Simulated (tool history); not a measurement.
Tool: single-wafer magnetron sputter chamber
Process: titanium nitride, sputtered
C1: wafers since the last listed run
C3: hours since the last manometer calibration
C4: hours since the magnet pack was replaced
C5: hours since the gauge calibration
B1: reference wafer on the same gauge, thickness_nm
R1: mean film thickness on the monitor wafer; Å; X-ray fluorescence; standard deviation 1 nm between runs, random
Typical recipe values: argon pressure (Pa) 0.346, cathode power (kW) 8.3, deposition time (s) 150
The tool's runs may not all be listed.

{"run": 1, "hour": 0.0, "argon pressure (Pa)": 0.236, "cathode power (kW)": 7.5, "deposition time (s)": 150, "C1": 0, "wafers on the sputter target": 6924, "C3": 988.9, "C4": 6921.2, "C5": 910.6, "B1": 285.86, "R1": 2235.88}
{"run": 2, "hour": 28.2, "argon pressure (Pa)": 0.346, "cathode power (kW)": 8.3, "deposition time (s)": 150, "C1": 224, "wafers on the sputter target": 7149, "C3": 1017.1, "C4": 6949.4, "C5": 938.8, "B1": 285.669, "R1": 2401.34}
{"run": 3, "hour": 42.9, "argon pressure (Pa)": 0.346, "cathode power (kW)": 8.3, "deposition time (s)": 150, "C1": 117, "wafers on the sputter target": 7266, "C3": 1031.8, "C4": 6964.1, "C5": 953.5, "B1": 285.89, "R1": 2387.45}
{"hour": 72.1, "done": "sputter target and shields replaced"}
{"run": 4, "hour": 72.6, "argon pressure (Pa)": 0.346, "cathode power (kW)": 8.3, "deposition time (s)": 150, "C1": 173, "wafers on the sputter target": 3, "C3": 1061.5, "C4": 6993.8, "C5": 983.2, "B1": 285.551, "R1": 2373.7}
{"run": 5, "hour": 86.6, "argon pressure (Pa)": 0.456, "cathode power (kW)": 8.3, "deposition time (s)": 150, "C1": 111, "wafers on the sputter target": 115, "C3": 1075.5, "C4": 7007.8, "C5": 997.2, "B1": 285.902, "R1": 2267.12}
{"run": 6, "hour": 105.3, "argon pressure (Pa)": 0.456, "cathode power (kW)": 8.3, "deposition time (s)": 150, "C1": 149, "wafers on the sputter target": 264, "C3": 1094.2, "C4": 7026.5, "C5": 1015.9, "B1": 285.508, "R1": 2271.07}
{"run": 7, "hour": 139.9, "argon pressure (Pa)": 0.346, "cathode power (kW)": 8.3, "deposition time (s)": 150, "C1": 276, "wafers on the sputter target": 540, "C3": 1128.8, "C4": 7061.1, "C5": 1050.5, "B1": 286.11, "R1": 2384.33}
{"run": 8, "hour": 158.1, "argon pressure (Pa)": 0.346, "cathode power (kW)": 8.3, "deposition time (s)": 150, "C1": 145, "wafers on the sputter target": 685, "C3": 1147, "C4": 7079.3, "C5": 1068.7, "B1": 285.538, "R1": 2375.79}
{"run": 9, "hour": 183.9, "argon pressure (Pa)": 0.346, "cathode power (kW)": 8.3, "deposition time (s)": 150, "C1": 205, "wafers on the sputter target": 891, "C3": 1172.8, "C4": 7105.1, "C5": 1094.5, "B1": 285.981, "R1": 2385.78}
{"hour": 253.0, "done": "capacitance manometer re-zeroed and calibrated"}
{"run": 10, "hour": 270.0, "argon pressure (Pa)": 0.346, "cathode power (kW)": 8.3, "deposition time (s)": 150, "C1": 623, "wafers on the sputter target": 1514, "C3": 17, "C4": 7191.2, "C5": 1180.6, "B1": 285.24, "R1": 2365.19}
{"run": 11, "hour": 298.7, "argon pressure (Pa)": 0.346, "cathode power (kW)": 8.3, "deposition time (s)": 150, "C1": 228, "wafers on the sputter target": 1743, "C3": 45.7, "C4": 7219.9, "C5": 1209.3, "B1": 285.682, "R1": 2376.23}
{"run": 12, "hour": 344.5, "argon pressure (Pa)": 0.281, "cathode power (kW)": 6.65, "deposition time (s)": 180, "C1": 365, "wafers on the sputter target": 2109, "C3": 91.5, "C4": 7265.7, "C5": 1255.1, "B1": 285.539, "R1": 2351.35}
{"run": 13, "hour": 369.6, "argon pressure (Pa)": 0.268, "cathode power (kW)": 9.65, "deposition time (s)": 122, "C1": 200, "wafers on the sputter target": 2309, "C3": 116.6, "C4": 7290.8, "C5": 1280.2, "B1": 285.375, "R1": 2315.63}
{"run": 14, "hour": 381.9, "argon pressure (Pa)": 0.48, "cathode power (kW)": 6.75, "deposition time (s)": 128, "C1": 98, "wafers on the sputter target": 2407, "C3": 128.9, "C4": 7303.1, "C5": 1292.5, "B1": 285.136, "R1": 1568.07}
{"hour": 404.3, "done": "gauge calibrated"}
{"run": 15, "hour": 416.5, "argon pressure (Pa)": 0.446, "cathode power (kW)": 8.3, "deposition time (s)": 173, "C1": 276, "wafers on the sputter target": 2683, "C3": 163.5, "C4": 7337.7, "C5": 12.2, "B1": 292.214, "R1": 2696.99}
{"hour": 432.1, "done": "magnet pack replaced"}
{"run": 16, "hour": 441.5, "argon pressure (Pa)": 0.286, "cathode power (kW)": 9.3, "deposition time (s)": 166, "C1": 135, "wafers on the sputter target": 2819, "C3": 188.5, "C4": 9.4, "C5": 37.2, "B1": 292.023, "R1": 3097.43}
{"run": 17, "hour": 453.6, "argon pressure (Pa)": 0.25, "cathode power (kW)": 8.85, "deposition time (s)": 159, "C1": 96, "wafers on the sputter target": 2915, "C3": 200.6, "C4": 21.5, "C5": 49.3, "B1": 291.778, "R1": 2856.36}
{"run": 18, "hour": 478.5, "argon pressure (Pa)": 0.346, "cathode power (kW)": 8.3, "deposition time (s)": 129, "C1": 198, "wafers on the sputter target": 3114, "C3": 225.5, "C4": 46.4, "C5": 74.2, "B1": 291.057, "R1": 2072.28}
{"run": 19, "hour": 498.7, "argon pressure (Pa)": 0.286, "cathode power (kW)": 7.2, "deposition time (s)": 150, "C1": 161, "wafers on the sputter target": 3275, "C3": 245.7, "C4": 66.6, "C5": 94.4, "B1": 290.922, "R1": 2143.71}
{"run": 20, "hour": 528.0, "argon pressure (Pa)": 0.346, "cathode power (kW)": 8.3, "deposition time (s)": 150, "C1": 233, "wafers on the sputter target": 3509, "C3": 275, "C4": 95.9, "C5": 123.7, "B1": 290.679, "R1": 2422.06}
{"run": 21, "hour": 549.0, "argon pressure (Pa)": 0.346, "cathode power (kW)": 10.1, "deposition time (s)": 134, "C1": 167, "wafers on the sputter target": 3677, "C3": 296, "C4": 116.9, "C5": 144.7, "B1": 290.049, "R1": 2618.11}
{"run": 22, "hour": 583.0, "argon pressure (Pa)": 0.457, "cathode power (kW)": 8.3, "deposition time (s)": 140, "C1": 271, "wafers on the sputter target": 3948, "C3": 330, "C4": 150.9, "C5": 178.7, "B1": 289.575, "R1": 2154.55}
{"run": 23, "hour": 618.3, "argon pressure (Pa)": 0.346, "cathode power (kW)": 9.75, "deposition time (s)": 150, "C1": 281, "wafers on the sputter target": 4229, "C3": 365.3, "C4": 186.2, "C5": 214, "B1": 289.067, "R1": 2826.78}
{"run": 24, "hour": 646.4, "argon pressure (Pa)": 0.398, "cathode power (kW)": 7.2, "deposition time (s)": 150, "C1": 224, "wafers on the sputter target": 4454, "C3": 393.4, "C4": 214.3, "C5": 242.1, "B1": 288.869, "R1": 2049.12}
{"run": 25, "hour": 704.8, "argon pressure (Pa)": 0.452, "cathode power (kW)": 9.55, "deposition time (s)": 179, "C1": 465, "wafers on the sputter target": 4920, "C3": 451.8, "C4": 272.7, "C5": 300.5, "B1": 288.028, "R1": 3139.72}
{"run": 26, "hour": 718.9, "argon pressure (Pa)": 0.25, "cathode power (kW)": 8.85, "deposition time (s)": 159, "C1": 112, "wafers on the sputter target": 5032, "C3": 465.9, "C4": 286.8, "C5": 314.6, "B1": 287.891, "R1": 2817.83}
{"run": 27, "hour": 736.0, "argon pressure (Pa)": 0.423, "cathode power (kW)": 8.95, "deposition time (s)": 150, "C1": 136, "wafers on the sputter target": 5168, "C3": 483, "C4": 303.9, "C5": 331.7, "B1": 287.683, "R1": 2512.93}
{"run": 28, "hour": 764.3, "argon pressure (Pa)": 0.346, "cathode power (kW)": 9.15, "deposition time (s)": 179, "C1": 225, "wafers on the sputter target": 5394, "C3": 511.3, "C4": 332.2, "C5": 360, "B1": 287.56, "R1": 3169.06}
{"run": 29, "hour": 777.3, "argon pressure (Pa)": 0.346, "cathode power (kW)": 8.3, "deposition time (s)": 150, "C1": 103, "wafers on the sputter target": 5498, "C3": 524.3, "C4": 345.2, "C5": 373, "B1": 287.236, "R1": 2394.9}
{"run": 30, "hour": 797.7, "argon pressure (Pa)": 0.346, "cathode power (kW)": 8.3, "deposition time (s)": 150, "C1": 162, "wafers on the sputter target": 5661, "C3": 544.7, "C4": 365.6, "C5": 393.4, "B1": 286.872, "R1": 2394.88}
{"run": 31, "hour": 833.1, "argon pressure (Pa)": 0.346, "cathode power (kW)": 8.3, "deposition time (s)": 124, "C1": 282, "wafers on the sputter target": 5943, "C3": 580.1, "C4": 401, "C5": 428.8, "B1": 286.896, "R1": 1975.08}
{"run": 32, "hour": 866.2, "argon pressure (Pa)": 0.391, "cathode power (kW)": 7.6, "deposition time (s)": 126, "C1": 264, "wafers on the sputter target": 6207, "C3": 613.2, "C4": 434.1, "C5": 461.9, "B1": 286.567, "R1": 1802.21}
{"run": 33, "hour": 884.7, "argon pressure (Pa)": 0.346, "cathode power (kW)": 9.95, "deposition time (s)": 150, "C1": 147, "wafers on the sputter target": 6355, "C3": 631.7, "C4": 452.6, "C5": 480.4, "B1": 286.109, "R1": 2855.55}
{"run": 34, "hour": 920.5, "argon pressure (Pa)": 0.346, "cathode power (kW)": 8.3, "deposition time (s)": 150, "C1": 285, "wafers on the sputter target": 6640, "C3": 667.5, "C4": 488.4, "C5": 516.2, "B1": 286.615, "R1": 2376.41}
{"run": 35, "hour": 946.2, "argon pressure (Pa)": 0.215, "cathode power (kW)": 8.3, "deposition time (s)": 150, "C1": 205, "wafers on the sputter target": 6846, "C3": 693.2, "C4": 514.1, "C5": 541.9, "B1": 286.09, "R1": 2511.21}

Consider 4 possible next runs. They are alternatives, not a sequence: every one starts from the tool as it was left by run 35. What does each give?
{"run": "A", "hour": 946.6, "argon pressure (Pa)": 0.346, "cathode power (kW)": 8.3, "deposition time (s)": 150, "C1": 3, "wafers on the sputter target": 6849, "C3": 693.6, "C4": 514.5, "C5": 542.3, "B1": "?", "R1": "?"}
{"run": "B", "hour": 946.6, "argon pressure (Pa)": 0.404, "cathode power (kW)": 8.3, "deposition time (s)": 150, "C1": 3, "wafers on the sputter target": 6849, "C3": 693.6, "C4": 514.5, "C5": 542.3, "B1": "?", "R1": "?"}
{"run": "C", "hour": 946.6, "argon pressure (Pa)": 0.346, "cathode power (kW)": 8.3, "deposition time (s)": 158, "C1": 3, "wafers on the sputter target": 6849, "C3": 693.6, "C4": 514.5, "C5": 542.3, "B1": "?", "R1": "?"}
{"run": "D", "hour": 946.6, "argon pressure (Pa)": 0.24, "cathode power (kW)": 8.3, "deposition time (s)": 179, "C1": 3, "wafers on the sputter target": 6849, "C3": 693.6, "C4": 514.5, "C5": 542.3, "B1": "?", "R1": "?"}

run=A B1=285.885 R1=2377.25
run=B B1=285.885 R1=2322.52
run=C B1=285.885 R1=2504.03
run=D B1=285.885 R1=2961.72
Stripped of hidden state, with their random variation kept, the same runs would have yielded:
run=A R1=2435.5
run=B R1=2379.44
run=C R1=2565.39
run=D R1=3034.29
